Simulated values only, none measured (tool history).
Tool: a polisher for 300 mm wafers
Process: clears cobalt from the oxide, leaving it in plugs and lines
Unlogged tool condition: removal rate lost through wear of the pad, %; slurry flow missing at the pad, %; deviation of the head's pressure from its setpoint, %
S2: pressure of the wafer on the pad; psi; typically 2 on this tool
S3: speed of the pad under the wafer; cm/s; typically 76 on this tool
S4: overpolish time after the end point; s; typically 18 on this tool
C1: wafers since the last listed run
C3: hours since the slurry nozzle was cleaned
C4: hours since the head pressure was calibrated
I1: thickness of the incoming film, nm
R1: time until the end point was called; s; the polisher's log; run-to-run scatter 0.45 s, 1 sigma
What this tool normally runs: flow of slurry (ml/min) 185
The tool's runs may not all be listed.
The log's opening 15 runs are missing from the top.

Run 16, hour 1477.8: usual settings; C1 714; wafers polished on this pad 3530; C3 158.4; C4 269.4; I1 189.7. Result: R1 53.5 s.
Run 17, hour 1562.8: usual settings but S2 1.8 psi, S4 24 s; C1 625; wafers polished on this pad 4155; C3 243.4; C4 354.4; I1 190.7. Result: R1 60.2 s.
At hour 1568.6: worn pad replaced by a new one.
Run 18, hour 1632.8: usual settings but S2 1.6 psi; C1 485; wafers polished on this pad 472; C3 313.4; C4 424.4; I1 191.3. Result: R1 56.5 s.
Run 19, hour 1706.2: usual settings; C1 540; wafers polished on this pad 1012; C3 386.8; C4 497.8; I1 188.1. Result: R1 49.4 s.
Run 20, hour 1750.2: usual settings but flow of slurry (ml/min) 155, S3 58 cm/s; C1 323; wafers polished on this pad 1336; C3 430.8; C4 541.8; I1 190.8. Result: R1 66.9 s.
At hour 1821: slurry nozzle cleaned.
Run 21, hour 1844.2: usual settings; C1 684; wafers polished on this pad 2020; C3 23.2; C4 635.8; I1 190.1. Result: R1 49.1 s.
Run 22, hour 1923.1: usual settings but S3 64 cm/s; C1 580; wafers polished on this pad 2600; C3 102.1; C4 714.7; I1 191.7. Result: R1 60.7 s.
Run 23, hour 1996.8: usual settings; C1 542; wafers polished on this pad 3143; C3 175.8; C4 788.4; I1 186.4. Result: R1 50.9 s.
At hour 2039.7: worn pad replaced by a new one.
At hour 2079: head pressure recalibrated.
Run 24, hour 2079.5: usual settings but flow of slurry (ml/min) 225, S2 2.4 psi, S3 84 cm/s; C1 564; wafers polished on this pad 278; C3 258.5; C4 0.5; I1 189.1. Result: R1 38.8 s.
Run 25, hour 2136.7: usual settings but S3 58 cm/s; C1 420; wafers polished on this pad 699; C3 315.7; C4 57.7; I1 190.1. Result: R1 65.1 s.
Run 26, hour 2178.5: usual settings but flow of slurry (ml/min) 245, S2 1.7 psi, S4 11 s; C1 307; wafers polished on this pad 1006; C3 357.5; C4 99.5; I1 190.5. Result: R1 53.3 s.
Run 27, hour 2254.5: usual settings but flow of slurry (ml/min) 220, S3 102 cm/s, S4 21 s; C1 559; wafers polished on this pad 1565; C3 433.5; C4 175.5; I1 193.7. Result: R1 37.8 s.
Run 28, hour 2307.5: usual settings; C1 389; wafers polished on this pad 1955; C3 486.5; C4 228.5; I1 187.9. Result: R1 51.2 s.
At hour 2323.1: slurry nozzle cleaned.
Run 29, hour 2394.5: usual settings but flow of slurry (ml/min) 205; C1 632; wafers polished on this pad 2588; C3 71.4; C4 315.5; I1 191.5. Result: R1 50.9 s.
Run 30, hour 2492.9: usual settings but flow of slurry (ml/min) 150, S3 98 cm/s, S4 9 s; C1 723; wafers polished on this pad 3312; C3 169.8; C4 413.9; I1 192. Result: R1 43.2 s.
At hour 2497.1: worn pad replaced by a new one.
Run 31, hour 2566.6: usual settings but flow of slurry (ml/min) 240, S2 1.5 psi, S3 62 cm/s, S4 22 s; C1 512; wafers polished on this pad 511; C3 243.5; C4 487.6; I1 192.4. Result: R1 69.2 s.
Run 32, hour 2626.9: usual settings but flow of slurry (ml/min) 225, S2 2.6 psi; C1 443; wafers polished on this pad 954; C3 303.8; C4 547.9; I1 190.7. Result: R1 42.1 s.
Run 33, hour 2680.6: usual settings but S3 94 cm/s, S4 8 s; C1 395; wafers polished on this pad 1349; C3 357.5; C4 601.6; I1 189.5. Result: R1 41.2 s.

Predict each of these 3 candidate next runs independently; none follows another, all start after run 33:
Run A, hour 2681: usual settings but S2 2.5 psi; C1 2; wafers polished on this pad 1352; C3 357.9; C4 602; I1 191.5. Result: R1 ?.
Run B, hour 2681: usual settings but flow of slurry (ml/min) 205, S2 2.5 psi, S3 94 cm/s, S4 23 s; C1 2; wafers polished on this pad 1352; C3 357.9; C4 602; I1 191.5. Result: R1 ?.
Run C, hour 2681: usual settings but flow of slurry (ml/min) 245; C1 2; wafers polished on this pad 1352; C3 357.9; C4 602; I1 191.5. Result: R1 ?.

run    R1
  A    45
  B    36
  C  50.2
Stripped of hidden state, with their random variation kept, the same runs would have yielded:
run    R1
  A  41.8
  B  33.5
  C  46.9
